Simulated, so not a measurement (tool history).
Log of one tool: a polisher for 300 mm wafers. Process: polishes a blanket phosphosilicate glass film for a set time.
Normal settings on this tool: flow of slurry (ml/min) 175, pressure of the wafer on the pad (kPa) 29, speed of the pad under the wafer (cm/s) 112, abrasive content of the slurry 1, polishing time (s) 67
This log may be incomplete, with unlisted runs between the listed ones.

run   hour  flow of slurry (ml/min)  pressure of the wafer on the pad (kPa)  speed of the pad under the wafer (cm/s)  abrasive content of the slurry  polishing time (s)  incoming thickness of the incoming film, nm  film removed (angstrom)
  1      0                      175                                      29                                      112                               1                  67                                       3077.2                     7716
      23.3  -- slurry nozzle cleaned
      38.9  -- conditioning disc replaced and pad reconditioned
  2   77.5                      175                                      29                                      112                               1                  67                                       3028.3                     8030
  3  145.4                      175                                      29                                      112                               1                  67                                         3005                     7824
     175.5  -- slurry blender recalibrated
     244.5  -- worn pad replaced by a new one
  4  246.9                      175                                      29                                      112                               1                  67                                       3025.3                     8465
  5  331.6                      175                                      29                                      112                               1                  67                                       3009.2                     8011
  6  408.4                      175                                    33.1                                      112                               1                  67                                       3076.5                     9078
  7  460.9                      210                                    18.6                                      112                            1.15                  73                                       3009.4                     6070
  8  515.2                      155                                    22.8                                      112                            0.85                  67                                       3080.5                     5350
     548.8  -- slurry nozzle cleaned
  9  551.9                      175                                      29                                      112                               1                  67                                       3021.1                     8066
     565.6  -- conditioning disc replaced and pad reconditioned
 10  655.4                      175                                      29                                      112                               1                  67                                       3022.9                     7727
     733.1  -- worn pad replaced by a new one
 11  734.8                      175                                    19.3                                      112                               1                  44                                       3044.3                     3344
     778.2  -- slurry blender recalibrated
 12  802.2                      175                                      29                                      112                               1                  77                                       3001.6                    10038

Expected results for the next run?
 13  838.5                      210                                      29                                      112                               1                  67                                       3062.1                        ?

film removed (angstrom): 8509
Minus the tool's unlogged condition, the same run would have read film removed (angstrom) 8840.
